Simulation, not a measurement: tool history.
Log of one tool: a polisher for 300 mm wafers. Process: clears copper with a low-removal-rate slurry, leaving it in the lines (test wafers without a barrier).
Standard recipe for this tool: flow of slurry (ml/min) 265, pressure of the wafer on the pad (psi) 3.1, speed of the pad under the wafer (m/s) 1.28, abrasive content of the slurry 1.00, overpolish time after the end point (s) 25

run	hour	flow of slurry (ml/min)	pressure of the wafer on the pad (psi)	speed of the pad under the wafer (m/s)	abrasive content of the slurry	overpolish time after the end point (s)	incoming thickness of the incoming film, nm	time until the end point was called (s)	dishing of a wide line in a test structure (angstrom)
1	0.0	265	3.1	1.28	1.00	25	453.7	113.1	438
2	16.9	265	3.1	1.28	1.00	25	446.8	110.6	431
3	52.4	265	3.1	1.28	1.00	25	459.1	126.3	422
# hour 64.3: worn pad replaced by a new one
4	80.9	265	3.1	1.28	1.00	25	444.5	108.0	433
5	176.2	265	3.1	1.28	1.00	35	456.8	126.2	483
# hour 178.5: slurry nozzle cleaned
# hour 229.7: worn pad replaced by a new one
6	249.1	265	3.1	1.28	1.00	18	447.0	114.7	363
7	267.5	265	3.1	1.28	1.00	25	445.4	115.2	421
# hour 278.5: head pressure recalibrated
8	288.3	265	3.1	1.28	1.25	25	449.7	115.6	436
9	318.2	265	3.1	0.88	1.30	25	449.9	165.9	361
# hour 340.6: slurry blender recalibrated
10	389.2	240	2.5	1.28	0.90	31	450.2	156.7	401
# hour 397.2: worn pad replaced by a new one
11	414.3	265	3.1	1.28	1.00	25	454.2	111.0	450
12	441.5	240	3.1	1.28	1.00	25	452.8	112.6	440
# hour 498.0: slurry nozzle cleaned
13	523.9	235	4.2	1.64	1.15	25	454.6	69.3	530
14	543.3	265	3.1	0.90	0.75	25	447.2	183.8	334
# hour 547.8: worn pad replaced by a new one
15	558.2	265	3.1	1.28	1.00	25	457.0	114.1	435

Alternative continuations, all from the tool just after run 15; predict every row:
A	558.7	345	3.1	1.28	1.00	25	444.6	?	?
B	558.7	205	2.0	1.28	0.90	10	444.6	?	?
C	558.7	265	3.1	0.96	1.25	17	444.6	?	?
D	558.7	340	3.1	1.14	0.85	25	444.6	?	?
E	558.7	185	3.4	1.28	1.15	25	444.6	?	?

run	time until the end point was called (s)	dishing of a wide line in a test structure (angstrom)
A	113.6	441
B	188.6	173
C	147.8	312
D	131.9	413
E	106.8	457
Stripped of hidden state, with their random variation kept, the same runs would have yielded:
run	time until the end point was called (s)	dishing of a wide line in a test structure (angstrom)
A	105.5	454
B	175.2	183
C	137.0	327
D	122.6	427
E	99.0	470
